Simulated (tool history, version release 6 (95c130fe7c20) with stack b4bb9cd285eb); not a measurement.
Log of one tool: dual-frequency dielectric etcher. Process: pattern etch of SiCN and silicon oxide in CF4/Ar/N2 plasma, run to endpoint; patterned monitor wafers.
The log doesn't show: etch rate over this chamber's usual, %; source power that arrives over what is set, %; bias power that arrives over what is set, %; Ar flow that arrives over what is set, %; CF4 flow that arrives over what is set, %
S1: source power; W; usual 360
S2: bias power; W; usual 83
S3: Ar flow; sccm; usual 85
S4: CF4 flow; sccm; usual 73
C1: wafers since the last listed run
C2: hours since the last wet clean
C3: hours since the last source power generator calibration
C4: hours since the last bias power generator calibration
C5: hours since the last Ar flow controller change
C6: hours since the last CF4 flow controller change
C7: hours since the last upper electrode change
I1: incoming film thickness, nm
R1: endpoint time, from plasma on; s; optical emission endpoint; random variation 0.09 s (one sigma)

run	hour	S1	S2	S3	S4	C1	C2	C3	C4	C5	C6	C7	I1	R1
1	0	360	93	85	73	0	557.2	2309.6	3080.1	3795.5	34	2269	12.71	15.2
# hour 27.2: bias power generator calibrated
# hour 29.9: wet clean of the chamber
# hour 36.3: upper electrode replaced
2	36.8	360	93	85	73	413	6.9	2346.4	9.6	3832.3	70.8	0.5	12.77	16
3	37.1	360	83	85	60	5	7.2	2346.7	9.9	3832.6	71.1	0.8	12.64	16.9
# hour 51.7: source power generator calibrated
4	52.2	360	83	85	60	193	22.3	0.5	25	3847.7	86.2	15.9	12.69	16.7
5	67.4	360	83	85	73	265	37.5	15.7	40.2	3862.9	101.4	31.1	12.71	16.3
6	78.4	360	83	96	73	191	48.5	26.7	51.2	3873.9	112.4	42.1	12.7	16.5
7	92.1	360	83	85	91	239	62.2	40.4	64.9	3887.6	126.1	55.8	12.76	16
8	104.8	360	83	85	73	221	74.9	53.1	77.6	3900.3	138.8	68.5	12.61	16.3
9	115.7	340	83	85	73	190	85.8	64	88.5	3911.2	149.7	79.4	12.89	17.7
10	129.7	340	83	76	73	244	99.8	78	102.5	3925.2	163.7	93.4	12.75	17.3
11	139.2	400	83	95	68	165	109.3	87.5	112	3934.7	173.2	102.9	12.61	14.7
# hour 176.9: Ar flow controller replaced
12	177.4	420	88	99	78	561	147.5	125.7	150.2	0.5	211.4	141.1	12.71	13.7

The next listed run, before its measurement:
13	185	360	69	85	73	132	155.1	133.3	157.8	8.1	219	148.7	12.67	?

Run 13 gave R1 17.2 s.
Without the tool's hidden state the same run would have given R1 17.3 s.
